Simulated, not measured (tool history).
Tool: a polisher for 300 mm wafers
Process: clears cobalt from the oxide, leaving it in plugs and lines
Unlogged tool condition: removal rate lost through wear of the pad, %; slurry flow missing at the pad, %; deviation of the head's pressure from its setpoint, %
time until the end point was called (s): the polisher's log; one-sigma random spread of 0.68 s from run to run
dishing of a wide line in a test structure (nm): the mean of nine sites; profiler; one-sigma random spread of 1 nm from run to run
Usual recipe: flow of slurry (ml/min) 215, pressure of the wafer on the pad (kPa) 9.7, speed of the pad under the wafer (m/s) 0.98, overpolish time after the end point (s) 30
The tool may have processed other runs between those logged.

| run | hour | flow of slurry (ml/min) | pressure of the wafer on the pad (kPa) | speed of the pad under the wafer (m/s) | overpolish time after the end point (s) | wafers since the last listed run | wafers polished on this pad | hours since the slurry nozzle was cleaned | hours since the head pressure was calibrated | incoming thickness of the incoming film, nm | time until the end point was called (s) | dishing of a wide line in a test structure (nm) |
|---|---|---|---|---|---|---|---|---|---|---|---|---|
| 1 | 0 | 215 | 9.7 | 0.98 | 30 | 0 | 1421 | 86.9 | 847.2 | 258.6 | 91 | 41.2 |
|  | 7.1 | worn pad replaced by a new one |
| 2 | 20.8 | 215 | 10.3 | 0.98 | 21 | 97 | 79 | 107.7 | 868 | 260.5 | 80.9 | 35.6 |
| 3 | 49.4 | 245 | 9.7 | 0.98 | 37 | 166 | 245 | 136.3 | 896.6 | 260 | 86.6 | 47.9 |
| 4 | 89.6 | 215 | 9 | 0.98 | 30 | 233 | 479 | 176.5 | 936.8 | 258.1 | 95.1 | 41.2 |
| 5 | 107.1 | 215 | 9 | 0.98 | 30 | 101 | 581 | 194 | 954.3 | 258.3 | 96 | 39.7 |
|  | 117.5 | slurry nozzle cleaned |
| 6 | 125.5 | 215 | 9.7 | 0.86 | 30 | 101 | 682 | 8 | 972.7 | 261.9 | 103.3 | 40.7 |
| 7 | 138.5 | 215 | 9.7 | 0.86 | 30 | 75 | 757 | 21 | 985.7 | 264 | 103.4 | 40.3 |
| 8 | 158.2 | 215 | 9.7 | 0.86 | 30 | 114 | 872 | 40.7 | 1005.4 | 259.2 | 102.9 | 37.8 |
| 9 | 188.8 | 215 | 7.6 | 0.98 | 30 | 177 | 1050 | 71.3 | 1036 | 265.2 | 117 | 38.9 |
|  | 215.6 | head pressure recalibrated |
| 10 | 216 | 215 | 9.7 | 0.98 | 30 | 146 | 1196 | 98.5 | 0.4 | 259.9 | 90 | 42 |
|  | 229.3 | worn pad replaced by a new one |
| 11 | 237.6 | 215 | 9.7 | 0.98 | 30 | 102 | 48 | 120.1 | 22 | 258.8 | 84.7 | 41.1 |
| 12 | 252.6 | 215 | 9.7 | 0.98 | 30 | 87 | 135 | 135.1 | 37 | 263.9 | 87.1 | 41.5 |
| 13 | 274.1 | 215 | 9.7 | 0.98 | 30 | 124 | 260 | 156.6 | 58.5 | 262.8 | 88.5 | 42.3 |
| 14 | 305.8 | 215 | 9.7 | 0.98 | 30 | 184 | 444 | 188.3 | 90.2 | 261.9 | 89.7 | 40.5 |
|  | 313.4 | slurry nozzle cleaned |
| 15 | 332.5 | 215 | 9.7 | 1.08 | 19 | 149 | 593 | 19.1 | 116.9 | 262 | 81.2 | 36 |
| 16 | 401.7 | 215 | 9.7 | 0.98 | 30 | 402 | 996 | 88.3 | 186.1 | 259.5 | 90.3 | 40.9 |
| 17 | 430.1 | 215 | 9.7 | 0.8 | 30 | 165 | 1161 | 116.7 | 214.5 | 261.4 | 110.6 | 37.3 |
|  | 445.2 | worn pad replaced by a new one |
| 18 | 445.7 | 215 | 7.6 | 0.8 | 30 | 67 | 2 | 132.3 | 230.1 | 262.6 | 135.6 | 33.9 |
| 19 | 464.3 | 215 | 9.7 | 0.98 | 30 | 108 | 110 | 150.9 | 248.7 | 257.3 | 85.4 | 44.3 |
| 20 | 487.9 | 215 | 9.7 | 0.72 | 30 | 137 | 247 | 174.5 | 272.3 | 256.2 | 117.2 | 37.8 |
| 21 | 513.9 | 215 | 9.7 | 0.98 | 35 | 151 | 399 | 200.5 | 298.3 | 258.9 | 87.6 | 44.8 |
|  | 530.2 | slurry nozzle cleaned |
| 22 | 541.8 | 215 | 6.9 | 0.68 | 30 | 156 | 555 | 11.6 | 326.2 | 263 | 178.1 | 29.8 |
| 23 | 568.5 | 280 | 9.7 | 1.26 | 17 | 155 | 710 | 38.3 | 352.9 | 261.1 | 68.1 | 35.6 |
| 24 | 594.9 | 215 | 9.7 | 0.86 | 30 | 153 | 864 | 64.7 | 379.3 | 257.1 | 101 | 39.2 |
| 25 | 647.6 | 215 | 9.7 | 0.82 | 30 | 306 | 1170 | 117.4 | 432 | 256.8 | 107.3 | 39.6 |
|  | 665.2 | worn pad replaced by a new one |
| 26 | 665.7 | 215 | 9.7 | 0.98 | 30 | 81 | 2 | 135.5 | 450.1 | 260.6 | 84.8 | 43.6 |

Forecast each of these 3 alternatives for the next run:
| A | 666.1 | 215 | 9.7 | 0.98 | 30 | 2 | 5 | 135.9 | 450.5 | 256.2 | ? | ? |
| B | 666.1 | 180 | 9.7 | 0.76 | 47 | 2 | 5 | 135.9 | 450.5 | 256.2 | ? | ? |
| C | 666.1 | 155 | 9.7 | 0.84 | 17 | 2 | 5 | 135.9 | 450.5 | 256.2 | ? | ? |

| run | time until the end point was called (s) | dishing of a wide line in a test structure (nm) |
|---|---|---|
| A | 84.2 | 42 |
| B | 110.7 | 44.8 |
| C | 102 | 28.2 |
Without the tool's hidden state the same runs would have given:
| run | time until the end point was called (s) | dishing of a wide line in a test structure (nm) |
|---|---|---|
| A | 83.9 | 42 |
| B | 110.3 | 44.8 |
| C | 101.6 | 28.2 |

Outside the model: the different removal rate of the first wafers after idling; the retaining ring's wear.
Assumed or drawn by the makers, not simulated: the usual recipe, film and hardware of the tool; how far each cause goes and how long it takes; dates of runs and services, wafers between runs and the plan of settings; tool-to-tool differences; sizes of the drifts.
